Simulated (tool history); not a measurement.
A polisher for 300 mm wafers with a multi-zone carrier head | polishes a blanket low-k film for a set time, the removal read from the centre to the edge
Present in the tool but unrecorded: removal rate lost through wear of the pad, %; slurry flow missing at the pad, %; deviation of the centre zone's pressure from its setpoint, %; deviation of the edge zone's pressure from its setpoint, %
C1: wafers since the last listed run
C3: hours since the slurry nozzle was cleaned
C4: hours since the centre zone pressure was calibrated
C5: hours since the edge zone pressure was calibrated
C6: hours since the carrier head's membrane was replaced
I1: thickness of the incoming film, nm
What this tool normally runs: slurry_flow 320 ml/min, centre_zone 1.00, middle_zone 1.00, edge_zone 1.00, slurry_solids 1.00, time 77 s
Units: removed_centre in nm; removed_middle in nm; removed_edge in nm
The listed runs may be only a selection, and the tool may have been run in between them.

{"run": 1, "hour": 0.0, "slurry_flow": 320, "centre_zone": 1.0, "middle_zone": 1.0, "edge_zone": 0.9, "slurry_solids": 1.0, "time": 52, "C1": 0, "wafers polished on this pad": 123, "C3": 134.7, "C4": 628.4, "C5": 1349.2, "C6": 15.9, "I1": 757.5, "removed_centre": 28.0, "removed_middle": 27.4, "removed_edge": 27.0}
{"run": 2, "hour": 16.8, "slurry_flow": 320, "centre_zone": 1.0, "middle_zone": 1.0, "edge_zone": 0.93, "slurry_solids": 1.0, "time": 77, "C1": 161, "wafers polished on this pad": 284, "C3": 151.5, "C4": 645.2, "C5": 1366.0, "C6": 32.7, "I1": 770.0, "removed_centre": 42.0, "removed_middle": 40.7, "removed_edge": 39.7}
{"run": 3, "hour": 23.5, "slurry_flow": 320, "centre_zone": 1.0, "middle_zone": 1.0, "edge_zone": 1.0, "slurry_solids": 1.0, "time": 77, "C1": 64, "wafers polished on this pad": 349, "C3": 158.2, "C4": 651.9, "C5": 1372.7, "C6": 39.4, "I1": 768.7, "removed_centre": 40.5, "removed_middle": 41.0, "removed_edge": 41.4}
{"run": 4, "hour": 41.4, "slurry_flow": 320, "centre_zone": 1.04, "middle_zone": 1.0, "edge_zone": 1.0, "slurry_solids": 1.0, "time": 77, "C1": 171, "wafers polished on this pad": 521, "C3": 176.1, "C4": 669.8, "C5": 1390.6, "C6": 57.3, "I1": 775.7, "removed_centre": 44.3, "removed_middle": 39.2, "removed_edge": 41.3}
{"run": 5, "hour": 55.1, "slurry_flow": 320, "centre_zone": 1.0, "middle_zone": 0.88, "edge_zone": 1.07, "slurry_solids": 1.0, "time": 77, "C1": 131, "wafers polished on this pad": 652, "C3": 189.8, "C4": 683.5, "C5": 1404.3, "C6": 71.0, "I1": 777.4, "removed_centre": 39.9, "removed_middle": 36.2, "removed_edge": 42.6}
{"run": 6, "hour": 63.1, "slurry_flow": 215, "centre_zone": 1.0, "middle_zone": 1.0, "edge_zone": 1.0, "slurry_solids": 1.0, "time": 77, "C1": 76, "wafers polished on this pad": 729, "C3": 197.8, "C4": 691.5, "C5": 1412.3, "C6": 79.0, "I1": 768.5, "removed_centre": 38.0, "removed_middle": 38.0, "removed_edge": 39.3}
{"hour": 70.8, "done": "centre zone pressure recalibrated"}
{"run": 7, "hour": 78.9, "slurry_flow": 320, "centre_zone": 1.0, "middle_zone": 1.0, "edge_zone": 1.0, "slurry_solids": 1.0, "time": 77, "C1": 132, "wafers polished on this pad": 862, "C3": 213.6, "C4": 8.1, "C5": 1428.1, "C6": 94.8, "I1": 757.4, "removed_centre": 40.5, "removed_middle": 39.9, "removed_edge": 41.0}
{"run": 8, "hour": 90.6, "slurry_flow": 320, "centre_zone": 1.0, "middle_zone": 1.03, "edge_zone": 0.89, "slurry_solids": 0.85, "time": 95, "C1": 112, "wafers polished on this pad": 974, "C3": 225.3, "C4": 19.8, "C5": 1439.8, "C6": 106.5, "I1": 765.2, "removed_centre": 48.1, "removed_middle": 46.9, "removed_edge": 45.1}
{"hour": 95.6, "done": "worn pad replaced by a new one"}
{"hour": 101.7, "done": "edge zone pressure recalibrated"}
{"run": 9, "hour": 102.2, "slurry_flow": 320, "centre_zone": 0.94, "middle_zone": 1.0, "edge_zone": 1.0, "slurry_solids": 1.0, "time": 77, "C1": 53, "wafers polished on this pad": 44, "C3": 236.9, "C4": 31.4, "C5": 0.5, "C6": 118.1, "I1": 755.6, "removed_centre": 38.9, "removed_middle": 39.9, "removed_edge": 40.3}
{"run": 10, "hour": 107.8, "slurry_flow": 320, "centre_zone": 1.0, "middle_zone": 1.0, "edge_zone": 1.0, "slurry_solids": 1.0, "time": 77, "C1": 53, "wafers polished on this pad": 98, "C3": 242.5, "C4": 37.0, "C5": 6.1, "C6": 123.7, "I1": 766.4, "removed_centre": 40.7, "removed_middle": 39.0, "removed_edge": 41.0}
{"run": 11, "hour": 123.2, "slurry_flow": 320, "centre_zone": 1.0, "middle_zone": 1.0, "edge_zone": 1.03, "slurry_solids": 1.0, "time": 77, "C1": 147, "wafers polished on this pad": 246, "C3": 257.9, "C4": 52.4, "C5": 21.5, "C6": 139.1, "I1": 781.8, "removed_centre": 40.8, "removed_middle": 39.5, "removed_edge": 41.3}
{"run": 12, "hour": 137.9, "slurry_flow": 320, "centre_zone": 1.05, "middle_zone": 1.0, "edge_zone": 1.0, "slurry_solids": 1.0, "time": 77, "C1": 141, "wafers polished on this pad": 387, "C3": 272.6, "C4": 67.1, "C5": 36.2, "C6": 153.8, "I1": 775.3, "removed_centre": 42.2, "removed_middle": 40.1, "removed_edge": 40.0}
{"run": 13, "hour": 153.0, "slurry_flow": 320, "centre_zone": 1.0, "middle_zone": 1.0, "edge_zone": 1.0, "slurry_solids": 1.0, "time": 77, "C1": 145, "wafers polished on this pad": 532, "C3": 287.7, "C4": 82.2, "C5": 51.3, "C6": 168.9, "I1": 759.7, "removed_centre": 39.5, "removed_middle": 39.6, "removed_edge": 39.9}
{"run": 14, "hour": 164.0, "slurry_flow": 320, "centre_zone": 1.0, "middle_zone": 1.12, "edge_zone": 1.0, "slurry_solids": 1.0, "time": 77, "C1": 105, "wafers polished on this pad": 638, "C3": 298.7, "C4": 93.2, "C5": 62.3, "C6": 179.9, "I1": 767.7, "removed_centre": 41.0, "removed_middle": 42.7, "removed_edge": 39.9}
{"run": 15, "hour": 171.6, "slurry_flow": 320, "centre_zone": 0.92, "middle_zone": 1.1, "edge_zone": 1.0, "slurry_solids": 1.0, "time": 104, "C1": 72, "wafers polished on this pad": 711, "C3": 306.3, "C4": 100.8, "C5": 69.9, "C6": 187.5, "I1": 774.8, "removed_centre": 48.2, "removed_middle": 57.0, "removed_edge": 54.2}
{"run": 16, "hour": 184.7, "slurry_flow": 320, "centre_zone": 1.0, "middle_zone": 1.0, "edge_zone": 1.0, "slurry_solids": 1.0, "time": 77, "C1": 125, "wafers polished on this pad": 837, "C3": 319.4, "C4": 113.9, "C5": 83.0, "C6": 200.6, "I1": 760.9, "removed_centre": 40.0, "removed_middle": 39.4, "removed_edge": 39.3}
{"run": 17, "hour": 191.9, "slurry_flow": 405, "centre_zone": 1.0, "middle_zone": 1.0, "edge_zone": 1.0, "slurry_solids": 1.0, "time": 77, "C1": 69, "wafers polished on this pad": 906, "C3": 326.6, "C4": 121.1, "C5": 90.2, "C6": 207.8, "I1": 781.6, "removed_centre": 41.1, "removed_middle": 39.4, "removed_edge": 41.6}
{"run": 18, "hour": 203.0, "slurry_flow": 320, "centre_zone": 1.0, "middle_zone": 0.94, "edge_zone": 1.0, "slurry_solids": 0.7, "time": 77, "C1": 106, "wafers polished on this pad": 1012, "C3": 337.7, "C4": 132.2, "C5": 101.3, "C6": 218.9, "I1": 767.5, "removed_centre": 33.5, "removed_middle": 30.6, "removed_edge": 33.4}
{"hour": 207.2, "done": "worn pad replaced by a new one"}
{"run": 19, "hour": 212.5, "slurry_flow": 430, "centre_zone": 1.0, "middle_zone": 1.0, "edge_zone": 1.0, "slurry_solids": 1.0, "time": 77, "C1": 52, "wafers polished on this pad": 51, "C3": 347.2, "C4": 141.7, "C5": 110.8, "C6": 228.4, "I1": 777.3, "removed_centre": 40.7, "removed_middle": 39.9, "removed_edge": 40.7}
{"hour": 217.2, "done": "slurry nozzle cleaned"}
{"run": 20, "hour": 222.2, "slurry_flow": 350, "centre_zone": 1.0, "middle_zone": 1.0, "edge_zone": 1.0, "slurry_solids": 1.0, "time": 77, "C1": 83, "wafers polished on this pad": 134, "C3": 5.0, "C4": 151.4, "C5": 120.5, "C6": 238.1, "I1": 778.8, "removed_centre": 42.1, "removed_middle": 41.3, "removed_edge": 41.3}
{"run": 21, "hour": 234.2, "slurry_flow": 320, "centre_zone": 1.0, "middle_zone": 1.0, "edge_zone": 1.0, "slurry_solids": 1.0, "time": 99, "C1": 115, "wafers polished on this pad": 250, "C3": 17.0, "C4": 163.4, "C5": 132.5, "C6": 250.1, "I1": 775.1, "removed_centre": 52.9, "removed_middle": 52.8, "removed_edge": 52.4}
{"run": 22, "hour": 246.2, "slurry_flow": 240, "centre_zone": 0.95, "middle_zone": 1.05, "edge_zone": 0.96, "slurry_solids": 1.0, "time": 77, "C1": 115, "wafers polished on this pad": 365, "C3": 29.0, "C4": 175.4, "C5": 144.5, "C6": 262.1, "I1": 777.3, "removed_centre": 37.7, "removed_middle": 41.5, "removed_edge": 39.4}
{"run": 23, "hour": 252.4, "slurry_flow": 320, "centre_zone": 1.0, "middle_zone": 1.0, "edge_zone": 1.0, "slurry_solids": 1.2, "time": 77, "C1": 59, "wafers polished on this pad": 424, "C3": 35.2, "C4": 181.6, "C5": 150.7, "C6": 268.3, "I1": 774.5, "removed_centre": 43.9, "removed_middle": 43.9, "removed_edge": 44.4}

Hidden state at the last listed run before each entry between runs and at the first one after, where it differs:
From run 6 to run 7: centre zone pressure recalibrated (hour 70.8)
  slurry flow missing at the pad, %: 14 -> 16.2
  what was measured, less what the result would be without the hidden state, removed_centre: -1.0 -> -0.9 nm; removed_middle: -0.9 -> -0.7 nm; removed_edge: -0.7 -> -0.6 nm
From run 8 to run 9: worn pad replaced by a new one (hour 95.6); edge zone pressure recalibrated (hour 101.7)
  slurry flow missing at the pad, %: 17.8 -> 19.6
  what was measured, less what the result would be without the hidden state, removed_centre: -1.2 -> -1.0 nm; removed_middle: -1.0 -> -1.0 nm; removed_edge: -0.7 -> -0.7 nm
From run 18 to run 19: worn pad replaced by a new one (hour 207.2)
  slurry flow missing at the pad, %: 38.4 -> 40.5
  what was measured, less what the result would be without the hidden state, removed_centre: -2.3 -> -2.2 nm; removed_middle: -1.9 -> -2.0 nm; removed_edge: -1.5 -> -1.5 nm
From run 19 to run 20: slurry nozzle cleaned (hour 217.2)
  slurry flow missing at the pad, %: 40.5 -> 3.84
  what was measured, less what the result would be without the hidden state, removed_centre: -2.2 -> -0.1 nm; removed_middle: -2.0 -> -0.1 nm; removed_edge: -1.5 -> -0.2 nm
